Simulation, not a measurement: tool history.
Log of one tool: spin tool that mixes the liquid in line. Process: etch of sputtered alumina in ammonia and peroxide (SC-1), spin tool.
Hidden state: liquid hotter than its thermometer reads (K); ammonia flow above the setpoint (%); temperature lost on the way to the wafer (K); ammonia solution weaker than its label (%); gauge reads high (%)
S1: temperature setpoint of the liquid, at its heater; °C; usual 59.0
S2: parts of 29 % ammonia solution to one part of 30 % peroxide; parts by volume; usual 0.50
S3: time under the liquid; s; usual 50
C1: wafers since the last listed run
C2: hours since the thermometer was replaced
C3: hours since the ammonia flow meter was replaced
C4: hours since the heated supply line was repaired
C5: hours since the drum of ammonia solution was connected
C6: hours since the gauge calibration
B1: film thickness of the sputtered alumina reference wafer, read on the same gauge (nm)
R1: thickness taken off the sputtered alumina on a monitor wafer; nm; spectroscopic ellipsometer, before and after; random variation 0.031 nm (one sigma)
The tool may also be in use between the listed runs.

| run | hour | S1 | S2 | S3 | C1 | C2 | C3 | C4 | C5 | C6 | B1 | R1 |
|---|---|---|---|---|---|---|---|---|---|---|---|---|
| 1 | 0.0 | 59.0 | 0.50 | 50 | 0 | 192.3 | 1279.8 | 2158.8 | 161.1 | 1269.8 | 92.313 | 4.554 |
| 2 | 65.5 | 59.0 | 0.60 | 55 | 583 | 257.8 | 1345.3 | 2224.3 | 226.6 | 1335.3 | 92.671 | 5.174 |
| 3 | 100.7 | 59.0 | 0.60 | 55 | 313 | 293.0 | 1380.5 | 2259.5 | 261.8 | 1370.5 | 92.847 | 5.089 |
| 4 | 143.0 | 59.0 | 0.60 | 50 | 376 | 335.3 | 1422.8 | 2301.8 | 304.1 | 1412.8 | 93.075 | 4.696 |
| 5 | 199.7 | 59.0 | 0.60 | 40 | 505 | 392.0 | 1479.5 | 2358.5 | 360.8 | 1469.5 | 93.412 | 3.758 |
| 6 | 261.1 | 59.0 | 0.70 | 50 | 546 | 453.4 | 1540.9 | 2419.9 | 422.2 | 1530.9 | 93.727 | 4.720 |
| 7 | 290.6 | 59.0 | 0.40 | 50 | 262 | 482.9 | 1570.4 | 2449.4 | 451.7 | 1560.4 | 93.910 | 4.570 |
|  | 342.9 | ammonia flow meter replaced |
| 8 | 348.6 | 51.0 | 0.45 | 60 | 507 | 540.9 | 5.7 | 2507.4 | 509.7 | 1618.4 | 94.281 | 3.624 |
| 9 | 404.9 | 66.0 | 0.70 | 50 | 501 | 597.2 | 62.0 | 2563.7 | 566.0 | 1674.7 | 94.657 | 6.801 |
| 10 | 434.4 | 59.0 | 0.50 | 50 | 262 | 626.7 | 91.5 | 2593.2 | 595.5 | 1704.2 | 94.846 | 4.702 |
| 11 | 461.5 | 66.0 | 0.70 | 40 | 241 | 653.8 | 118.6 | 2620.3 | 622.6 | 1731.3 | 95.042 | 5.501 |
| 12 | 514.3 | 64.0 | 0.50 | 70 | 470 | 706.6 | 171.4 | 2673.1 | 675.4 | 1784.1 | 95.391 | 8.535 |
|  | 558.8 | heated supply line repaired |
| 13 | 582.7 | 59.0 | 0.50 | 30 | 600 | 775.0 | 239.8 | 23.9 | 743.8 | 1852.5 | 95.928 | 2.849 |
| 14 | 651.3 | 59.0 | 0.50 | 25 | 611 | 843.6 | 308.4 | 92.5 | 812.4 | 1921.1 | 96.390 | 2.373 |
| 15 | 709.4 | 66.0 | 0.25 | 65 | 517 | 901.7 | 366.5 | 150.6 | 870.5 | 1979.2 | 96.886 | 8.277 |
| 16 | 733.8 | 52.5 | 0.50 | 60 | 217 | 926.1 | 390.9 | 175.0 | 894.9 | 2003.6 | 97.036 | 4.044 |
| 17 | 789.5 | 59.0 | 0.50 | 50 | 496 | 981.8 | 446.6 | 230.7 | 950.6 | 2059.3 | 97.465 | 4.821 |
|  | 802.2 | gauge calibrated |
| 18 | 858.5 | 59.0 | 0.50 | 50 | 614 | 1050.8 | 515.6 | 299.7 | 1019.6 | 56.3 | 90.774 | 4.464 |
| 19 | 913.3 | 51.5 | 0.50 | 50 | 488 | 1105.6 | 570.4 | 354.5 | 1074.4 | 111.1 | 90.775 | 2.986 |
| 20 | 938.6 | 55.5 | 0.30 | 40 | 225 | 1130.9 | 595.7 | 379.8 | 1099.7 | 136.4 | 90.809 | 2.846 |
| 21 | 1003.1 | 59.0 | 0.50 | 50 | 574 | 1195.4 | 660.2 | 444.3 | 1164.2 | 200.9 | 90.834 | 4.502 |
|  | 1102.7 | new drum of ammonia solution connected |
| 22 | 1204.3 | 59.0 | 0.75 | 60 | 1783 | 1396.6 | 861.4 | 645.5 | 101.6 | 402.1 | 91.039 | 5.578 |
| 23 | 1270.1 | 59.0 | 0.50 | 50 | 586 | 1462.4 | 927.2 | 711.3 | 167.4 | 467.9 | 91.185 | 4.483 |
| 24 | 1296.0 | 56.0 | 0.50 | 50 | 230 | 1488.3 | 953.1 | 737.2 | 193.3 | 493.8 | 91.272 | 3.786 |
| 25 | 1325.5 | 59.0 | 0.35 | 50 | 262 | 1517.8 | 982.6 | 766.7 | 222.8 | 523.3 | 91.305 | 4.405 |
| 26 | 1395.5 | 59.0 | 0.75 | 80 | 623 | 1587.8 | 1052.6 | 836.7 | 292.8 | 593.3 | 91.481 | 7.509 |

Forecast each of these 3 alternatives for the next run:
| A | 1395.9 | 59.0 | 0.50 | 60 | 3 | 1588.2 | 1053.0 | 837.1 | 293.2 | 593.7 | ? | ? |
| B | 1395.9 | 59.0 | 0.65 | 50 | 3 | 1588.2 | 1053.0 | 837.1 | 293.2 | 593.7 | ? | ? |
| C | 1395.9 | 52.0 | 0.75 | 75 | 3 | 1588.2 | 1053.0 | 837.1 | 293.2 | 593.7 | ? | ? |

| run | B1 | R1 |
|---|---|---|
| A | 91.487 | 5.458 |
| B | 91.487 | 4.663 |
| C | 91.487 | 4.894 |
Without the tool's hidden state the same runs would have given:
| run | R1 |
|---|---|
| A | 5.371 |
| B | 4.588 |
| C | 4.816 |
